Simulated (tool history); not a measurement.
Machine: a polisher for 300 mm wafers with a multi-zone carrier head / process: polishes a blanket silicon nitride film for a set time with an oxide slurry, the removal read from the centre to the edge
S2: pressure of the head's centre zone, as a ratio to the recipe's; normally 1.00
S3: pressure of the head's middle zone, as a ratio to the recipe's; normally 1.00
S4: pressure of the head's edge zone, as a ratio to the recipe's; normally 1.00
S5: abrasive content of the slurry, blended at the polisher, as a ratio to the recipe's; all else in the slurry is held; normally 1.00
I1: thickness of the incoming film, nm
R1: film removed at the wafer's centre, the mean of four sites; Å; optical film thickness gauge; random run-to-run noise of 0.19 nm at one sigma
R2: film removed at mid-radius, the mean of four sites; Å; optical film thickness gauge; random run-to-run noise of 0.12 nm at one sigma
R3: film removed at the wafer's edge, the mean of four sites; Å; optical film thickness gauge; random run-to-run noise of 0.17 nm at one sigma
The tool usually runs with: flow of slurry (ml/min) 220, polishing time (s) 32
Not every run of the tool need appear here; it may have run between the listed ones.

run 1 day=0.000 | flow_of_slurry_(ml/min)=185 S2=1.00 S3=1.00 S4=1.00 S5=1.00 polishing_time_(s)=32 | I1=342.1 | R1=158 R2=158 R3=160
run 2 day=2.946 | flow_of_slurry_(ml/min)=220 S2=1.00 S3=1.05 S4=1.00 S5=1.00 polishing_time_(s)=32 | I1=338.2 | R1=163 R2=170 R3=162
-- day=4.817 worn pad replaced by a new one
-- day=8.979 edge zone pressure recalibrated
run 3 day=9.000 | flow_of_slurry_(ml/min)=220 S2=1.00 S3=1.05 S4=1.00 S5=1.00 polishing_time_(s)=32 | I1=339.2 | R1=158 R2=163 R3=158
run 4 day=9.946 | flow_of_slurry_(ml/min)=220 S2=1.00 S3=1.00 S4=1.00 S5=1.00 polishing_time_(s)=36 | I1=342.8 | R1=178 R2=178 R3=181
-- day=11.100 carrier head's membrane replaced by a new one
run 5 day=11.217 | flow_of_slurry_(ml/min)=220 S2=1.00 S3=1.00 S4=1.00 S5=0.70 polishing_time_(s)=22 | I1=334.9 | R1=93 R2=96 R3=95
-- day=12.571 centre zone pressure recalibrated
run 6 day=13.825 | flow_of_slurry_(ml/min)=220 S2=1.00 S3=1.00 S4=1.00 S5=1.00 polishing_time_(s)=32 | I1=340.0 | R1=150 R2=153 R3=154
run 7 day=16.792 | flow_of_slurry_(ml/min)=220 S2=1.00 S3=0.92 S4=1.00 S5=1.20 polishing_time_(s)=29 | I1=338.2 | R1=141 R2=135 R3=147
run 8 day=19.179 | flow_of_slurry_(ml/min)=220 S2=1.00 S3=0.91 S4=1.00 S5=1.00 polishing_time_(s)=25 | I1=341.7 | R1=111 R2=107 R3=119
-- day=19.550 slurry nozzle cleaned
-- day=21.029 worn pad replaced by a new one
run 9 day=21.204 | flow_of_slurry_(ml/min)=220 S2=1.00 S3=1.10 S4=1.00 S5=1.00 polishing_time_(s)=38 | I1=341.7 | R1=196 R2=211 R3=199
run 10 day=23.225 | flow_of_slurry_(ml/min)=220 S2=1.00 S3=1.00 S4=1.00 S5=1.00 polishing_time_(s)=32 | I1=341.0 | R1=164 R2=165 R3=166
run 11 day=25.775 | flow_of_slurry_(ml/min)=220 S2=1.00 S3=0.97 S4=1.04 S5=1.00 polishing_time_(s)=25 | I1=344.2 | R1=128 R2=125 R3=130
-- day=26.388 edge zone pressure recalibrated
run 12 day=27.879 | flow_of_slurry_(ml/min)=220 S2=1.05 S3=0.89 S4=0.94 S5=0.90 polishing_time_(s)=32 | I1=338.6 | R1=167 R2=145 R3=155
run 13 day=30.588 | flow_of_slurry_(ml/min)=220 S2=1.00 S3=0.91 S4=0.94 S5=1.15 polishing_time_(s)=40 | I1=336.5 | R1=209 R2=197 R3=203
run 14 day=31.942 | flow_of_slurry_(ml/min)=195 S2=1.00 S3=1.10 S4=1.00 S5=1.00 polishing_time_(s)=32 | I1=338.3 | R1=153 R2=168 R3=158
run 15 day=33.092 | flow_of_slurry_(ml/min)=180 S2=1.06 S3=1.00 S4=1.00 S5=0.80 polishing_time_(s)=32 | I1=344.1 | R1=147 R2=140 R3=143
run 16 day=35.221 | flow_of_slurry_(ml/min)=185 S2=1.00 S3=1.00 S4=1.00 S5=1.00 polishing_time_(s)=38 | I1=338.1 | R1=175 R2=178 R3=182
run 17 day=37.596 | flow_of_slurry_(ml/min)=220 S2=1.00 S3=1.00 S4=1.00 S5=1.00 polishing_time_(s)=32 | I1=337.4 | R1=156 R2=154 R3=159

Forecast run 18:
run 18 day=38.788 | flow_of_slurry_(ml/min)=220 S2=1.00 S3=1.00 S4=1.00 S5=1.00 polishing_time_(s)=32 | I1=345.7 | R1=? R2=? R3=?

R1: 149 Å
R2: 153 Å
R3: 158 Å
With the hidden condition absent and the run-to-run variation left alone, this run would have shown R1 165 Å, R2 168 Å, R3 169 Å.
